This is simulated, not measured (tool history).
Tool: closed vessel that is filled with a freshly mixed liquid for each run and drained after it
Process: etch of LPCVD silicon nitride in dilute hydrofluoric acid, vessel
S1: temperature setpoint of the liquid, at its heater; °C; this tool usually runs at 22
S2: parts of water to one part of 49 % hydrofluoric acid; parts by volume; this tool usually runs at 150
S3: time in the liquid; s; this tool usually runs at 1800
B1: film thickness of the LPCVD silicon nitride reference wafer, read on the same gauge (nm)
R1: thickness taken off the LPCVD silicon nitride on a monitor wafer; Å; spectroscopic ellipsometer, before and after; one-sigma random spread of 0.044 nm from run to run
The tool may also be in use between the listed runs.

run   hour    S1   S2    S3     B1     R1
  1      0    22  170  1800  30.03   48.5
  2   10.7    22  170  1800     30   47.9
  3   24.3    22  115  1800     30   70.3
  4   57.7    20  150  1800     30   47.8
  5   94.5    20  150  1800  30.01   47.7
  6  112.2    22  150  1800  29.99   54.9
  7  125.9    22  150  1800  30.01     54
  8    139    22  150  1800  30.01   54.1
  9  149.1    22  150  1800  30.02   54.2
 10  165.2    22  150  1800     30   53.7
 11  173.8    22  150  1800     30   54.6
 12  183.8    22  150  1800  30.01   54.8
 13  201.4    22  150  1800     30   54.4
 14  210.4    22  150  2560  30.01   78.8
 15  222.3    22  150  2560     30   77.1
 16  236.3    22  150  2560     30     77
 17  244.9    22  150  2360  30.01   70.8
 18  261.6  23.5   80  1800     30  111.6
 19  273.5    22  150  1190  29.99   35.7
 20  286.2  20.5  180  1205     30   27.5
 21  296.2  18.5  150  2235  30.01   53.6
 22  312.8  19.5  150  1800  30.01     46
 23  359.4  26.5  150  1800  29.98     72
 24  371.4  23.5   95   940     30   49.1
 25  381.9    22  150  1800  29.99   53.8
 26  396.2    22  150  1360  30.01     41
 27  404.9  23.5  150  1800  30.01   59.9
 28  437.3    22  150  1800  30.01   54.6
 29  450.6  23.5  115  1800     30   77.4
 30  460.2    22  150  1800  29.99   54.7
 31    469    22  150  1800  30.01   54.6
 32  485.3    22  150  1800  29.99   55.2
 33  494.3    19   90  1015     30   41.2
 34    509  20.5  210  2660     30   52.5

Put back what was entered between runs (3 entries, withheld): which listed runs does each sit between, and how does the hidden state differ from the listed run before to the listed run after?
From run 22 to run 23: hydrofluoric acid flow meter replaced (hour 351.3); gauge calibrated (hour 351.5)
  both runs share identical hidden conditions
From run 25 to run 26: thermometer replaced (hour 391.5)
  both runs share identical hidden conditions
